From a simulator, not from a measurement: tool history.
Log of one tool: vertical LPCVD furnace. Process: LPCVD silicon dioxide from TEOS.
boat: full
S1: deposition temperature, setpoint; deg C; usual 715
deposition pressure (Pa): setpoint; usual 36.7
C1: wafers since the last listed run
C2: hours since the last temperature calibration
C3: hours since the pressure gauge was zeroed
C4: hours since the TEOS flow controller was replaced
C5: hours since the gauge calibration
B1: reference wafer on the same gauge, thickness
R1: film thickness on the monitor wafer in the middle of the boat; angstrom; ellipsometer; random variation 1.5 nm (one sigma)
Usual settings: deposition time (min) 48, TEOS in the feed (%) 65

run 1 hour=0 | S1=715 deposition_pressure_(Pa)=36.7 deposition_time_(min)=48 TEOS_in_the_feed_(%)=65 | C1=0 C2=3565.2 C3=1198.3 C4=4658.7 C5=873.9 | B1=445.88 | R1=4572.8
-- hour=73.9 TEOS flow controller replaced
run 2 hour=74.4 | S1=715 deposition_pressure_(Pa)=36.7 deposition_time_(min)=48 TEOS_in_the_feed_(%)=65 | C1=1073 C2=3639.6 C3=1272.7 C4=0.5 C5=948.3 | B1=445.57 | R1=4601.9
run 3 hour=91.5 | S1=715 deposition_pressure_(Pa)=36.7 deposition_time_(min)=48 TEOS_in_the_feed_(%)=65 | C1=364 C2=3656.7 C3=1289.8 C4=17.6 C5=965.4 | B1=446.39 | R1=4603.7
run 4 hour=128.7 | S1=715 deposition_pressure_(Pa)=36.7 deposition_time_(min)=57 TEOS_in_the_feed_(%)=65 | C1=792 C2=3693.9 C3=1327 C4=54.8 C5=1002.6 | B1=446.17 | R1=5462
run 5 hour=155.1 | S1=715 deposition_pressure_(Pa)=36.7 deposition_time_(min)=48 TEOS_in_the_feed_(%)=58 | C1=562 C2=3720.3 C3=1353.4 C4=81.2 C5=1029 | B1=446.03 | R1=4342.4
run 6 hour=190.4 | S1=715 deposition_pressure_(Pa)=36.7 deposition_time_(min)=48 TEOS_in_the_feed_(%)=65 | C1=751 C2=3755.6 C3=1388.7 C4=116.5 C5=1064.3 | B1=446.2 | R1=4619.6
run 7 hour=233.7 | S1=715 deposition_pressure_(Pa)=36.7 deposition_time_(min)=48 TEOS_in_the_feed_(%)=65 | C1=922 C2=3798.9 C3=1432 C4=159.8 C5=1107.6 | B1=446.4 | R1=4616.8
-- hour=247 gauge calibrated
run 8 hour=300.5 | S1=715 deposition_pressure_(Pa)=36.7 deposition_time_(min)=48 TEOS_in_the_feed_(%)=65 | C1=1422 C2=3865.7 C3=1498.8 C4=226.6 C5=53.5 | B1=446.07 | R1=4612.3
run 9 hour=335.9 | S1=715 deposition_pressure_(Pa)=36.7 deposition_time_(min)=48 TEOS_in_the_feed_(%)=65 | C1=753 C2=3901.1 C3=1534.2 C4=262 C5=88.9 | B1=445.76 | R1=4630.3
run 10 hour=398.5 | S1=721 deposition_pressure_(Pa)=36.7 deposition_time_(min)=48 TEOS_in_the_feed_(%)=65 | C1=1333 C2=3963.7 C3=1596.8 C4=324.6 C5=151.5 | B1=445.57 | R1=5271.3
run 11 hour=428.4 | S1=715 deposition_pressure_(Pa)=36.7 deposition_time_(min)=48 TEOS_in_the_feed_(%)=65 | C1=636 C2=3993.6 C3=1626.7 C4=354.5 C5=181.4 | B1=445.54 | R1=4617.8
run 12 hour=455.9 | S1=705 deposition_pressure_(Pa)=36.7 deposition_time_(min)=64.5 TEOS_in_the_feed_(%)=59 | C1=585 C2=4021.1 C3=1654.2 C4=382 C5=208.9 | B1=446.1 | R1=4696.6
-- hour=514.6 thermocouples replaced and temperature profile calibrated
run 13 hour=516.9 | S1=715 deposition_pressure_(Pa)=43.3 deposition_time_(min)=57.5 TEOS_in_the_feed_(%)=62 | C1=787 C2=2.3 C3=1715.2 C4=443 C5=269.9 | B1=445.62 | R1=6142.2
run 14 hour=560.7 | S1=719 deposition_pressure_(Pa)=36.7 deposition_time_(min)=64.5 TEOS_in_the_feed_(%)=53 | C1=932 C2=46.1 C3=1759 C4=486.8 C5=313.7 | B1=445.77 | R1=6352.7
-- hour=620.4 pressure gauge zeroed
run 15 hour=620.9 | S1=727 deposition_pressure_(Pa)=36.7 deposition_time_(min)=43 TEOS_in_the_feed_(%)=65 | C1=770 C2=106.3 C3=0.5 C4=547 C5=373.9 | B1=446.07 | R1=5611.9
run 16 hour=661.6 | S1=715 deposition_pressure_(Pa)=36.7 deposition_time_(min)=48 TEOS_in_the_feed_(%)=65 | C1=866 C2=147 C3=41.2 C4=587.7 C5=414.6 | B1=445.65 | R1=4818.2
run 17 hour=715.6 | S1=715 deposition_pressure_(Pa)=36.7 deposition_time_(min)=48 TEOS_in_the_feed_(%)=65 | C1=1149 C2=201 C3=95.2 C4=641.7 C5=468.6 | B1=446.08 | R1=4811.9
run 18 hour=762.1 | S1=715 deposition_pressure_(Pa)=44 deposition_time_(min)=48 TEOS_in_the_feed_(%)=65 | C1=990 C2=247.5 C3=141.7 C4=688.2 C5=515.1 | B1=445.92 | R1=5292.2
run 19 hour=826.8 | S1=715 deposition_pressure_(Pa)=36.7 deposition_time_(min)=48 TEOS_in_the_feed_(%)=55 | C1=1377 C2=312.2 C3=206.4 C4=752.9 C5=579.8 | B1=446.01 | R1=4444.6
run 20 hour=864.2 | S1=715 deposition_pressure_(Pa)=36.7 deposition_time_(min)=66 TEOS_in_the_feed_(%)=65 | C1=796 C2=349.6 C3=243.8 C4=790.3 C5=617.2 | B1=445.92 | R1=6633.8
-- hour=895.3 thermocouples replaced and temperature profile calibrated, repeated, since the last time left the tool worse
run 21 hour=916.9 | S1=715 deposition_pressure_(Pa)=44 deposition_time_(min)=48 TEOS_in_the_feed_(%)=65 | C1=611 C2=21.6 C3=296.5 C4=843 C5=669.9 | B1=446.11 | R1=4720.1
run 22 hour=967.2 | S1=715 deposition_pressure_(Pa)=36.7 deposition_time_(min)=48 TEOS_in_the_feed_(%)=65 | C1=1071 C2=71.9 C3=346.8 C4=893.3 C5=720.2 | B1=446.22 | R1=4313
run 23 hour=1030.2 | S1=715 deposition_pressure_(Pa)=36.7 deposition_time_(min)=48 TEOS_in_the_feed_(%)=65 | C1=1341 C2=134.9 C3=409.8 C4=956.3 C5=783.2 | B1=446.41 | R1=4366.8
run 24 hour=1083 | S1=715 deposition_pressure_(Pa)=36.7 deposition_time_(min)=48 TEOS_in_the_feed_(%)=72 | C1=1124 C2=187.7 C3=462.6 C4=1009.1 C5=836 | B1=446.11 | R1=4558
run 25 hour=1245.6 | S1=706 deposition_pressure_(Pa)=36.7 deposition_time_(min)=34 TEOS_in_the_feed_(%)=58 | C1=3462 C2=350.3 C3=625.2 C4=1171.7 C5=998.6 | B1=446.02 | R1=2378.2
run 26 hour=1313.6 | S1=715 deposition_pressure_(Pa)=36.7 deposition_time_(min)=37 TEOS_in_the_feed_(%)=65 | C1=1448 C2=418.3 C3=693.2 C4=1239.7 C5=1066.6 | B1=446.02 | R1=3359
run 27 hour=1360.6 | S1=715 deposition_pressure_(Pa)=36.7 deposition_time_(min)=59.5 TEOS_in_the_feed_(%)=65 | C1=1000 C2=465.3 C3=740.2 C4=1286.7 C5=1113.6 | B1=446.3 | R1=5397.2
run 28 hour=1386.6 | S1=725 deposition_pressure_(Pa)=29.3 deposition_time_(min)=54 TEOS_in_the_feed_(%)=72 | C1=553 C2=491.3 C3=766.2 C4=1312.7 C5=1139.6 | B1=446.04 | R1=5784.3
run 29 hour=1441.3 | S1=725 deposition_pressure_(Pa)=43.3 deposition_time_(min)=34 TEOS_in_the_feed_(%)=54 | C1=1164 C2=546 C3=820.9 C4=1367.4 C5=1194.3 | B1=445.92 | R1=3845.3
run 30 hour=1476.5 | S1=722 deposition_pressure_(Pa)=36.7 deposition_time_(min)=61 TEOS_in_the_feed_(%)=53 | C1=749 C2=581.2 C3=856.1 C4=1402.6 C5=1229.5 | B1=445.43 | R1=5816.1

5 ways to go on from here, each from the tool as it stands after run 30. What would each give?
run A hour=1480.5 | S1=715 deposition_pressure_(Pa)=36.7 deposition_time_(min)=48 TEOS_in_the_feed_(%)=65 | C1=85 C2=585.2 C3=860.1 C4=1406.6 C5=1233.5 | B1=? | R1=?
run B hour=1480.5 | S1=715 deposition_pressure_(Pa)=36.7 deposition_time_(min)=48 TEOS_in_the_feed_(%)=76 | C1=85 C2=585.2 C3=860.1 C4=1406.6 C5=1233.5 | B1=? | R1=?
run C hour=1480.5 | S1=710 deposition_pressure_(Pa)=32 deposition_time_(min)=48 TEOS_in_the_feed_(%)=65 | C1=85 C2=585.2 C3=860.1 C4=1406.6 C5=1233.5 | B1=? | R1=?
run D hour=1480.5 | S1=726 deposition_pressure_(Pa)=33.3 deposition_time_(min)=48 TEOS_in_the_feed_(%)=65 | C1=85 C2=585.2 C3=860.1 C4=1406.6 C5=1233.5 | B1=? | R1=?
run E hour=1480.5 | S1=715 deposition_pressure_(Pa)=42 deposition_time_(min)=43 TEOS_in_the_feed_(%)=72 | C1=85 C2=585.2 C3=860.1 C4=1406.6 C5=1233.5 | B1=? | R1=?

run=A B1=446.14 R1=4375.3
run=B B1=446.14 R1=4731
run=C B1=446.14 R1=3649.9
run=D B1=446.14 R1=5329.8
run=E B1=446.14 R1=4415
Without the tool's hidden state the same runs would have given:
run=A R1=4318.4
run=B R1=4669.5
run=C R1=3602
run=D R1=5262
run=E R1=4357.6
